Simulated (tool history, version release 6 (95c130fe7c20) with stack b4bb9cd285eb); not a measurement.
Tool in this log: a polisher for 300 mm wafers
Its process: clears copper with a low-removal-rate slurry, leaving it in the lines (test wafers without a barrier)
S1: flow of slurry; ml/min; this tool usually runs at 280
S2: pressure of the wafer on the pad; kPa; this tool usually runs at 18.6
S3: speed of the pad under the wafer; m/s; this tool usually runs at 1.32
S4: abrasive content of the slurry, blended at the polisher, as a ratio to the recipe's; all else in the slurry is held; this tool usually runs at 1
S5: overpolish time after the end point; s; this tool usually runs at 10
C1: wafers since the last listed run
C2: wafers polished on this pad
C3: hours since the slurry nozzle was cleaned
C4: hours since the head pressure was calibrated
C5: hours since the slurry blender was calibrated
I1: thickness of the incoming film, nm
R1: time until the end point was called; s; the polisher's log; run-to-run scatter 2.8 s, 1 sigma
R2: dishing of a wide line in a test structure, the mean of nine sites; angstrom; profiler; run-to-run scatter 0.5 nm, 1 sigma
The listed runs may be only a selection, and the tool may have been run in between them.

run	hour	S1	S2	S3	S4	S5	C1	C2	C3	C4	C5	I1	R1	R2
1	0	280	18.6	1.32	1	10	0	170	48.5	607.9	324.6	443.1	163.9	210
2	31.2	280	18.6	1.32	1	10	296	466	79.7	639.1	355.8	437.8	164.3	196
3	44.2	280	18.6	1.32	1	10	123	589	92.7	652.1	368.8	439.5	166.5	199
4	69.6	280	18.6	1.32	1	10	241	830	118.1	677.5	394.2	431.4	174.2	194
5	86.8	280	17.2	1.14	1	10	163	993	135.3	694.7	411.4	432.6	206.2	159
6	100	280	17.2	1.14	1	10	125	1119	148.5	707.9	424.6	441.4	215.1	158
# hour 125.1: worn pad replaced by a new one
# hour 125.7: slurry blender recalibrated
7	128.1	205	18.6	1.32	1	6	223	22	176.6	736	2.4	436.2	166.2	122
8	155.7	205	18.6	1.32	1	6	261	284	204.2	763.6	30	435.2	172.2	120
9	172.2	280	18.6	1.32	1	10	156	441	220.7	780.1	46.5	441.4	159.1	198

For run 10, what comes out?
10	195.5	340	18.6	0.88	1	10	221	662	244	803.4	69.8	432.4	?	?

{"run 10": {"R1": 195.7, "R2": 165}}
Were there no unlogged condition in the tool, this run, its random variation unchanged, would have produced R1 182.7 s, R2 176 angstrom.
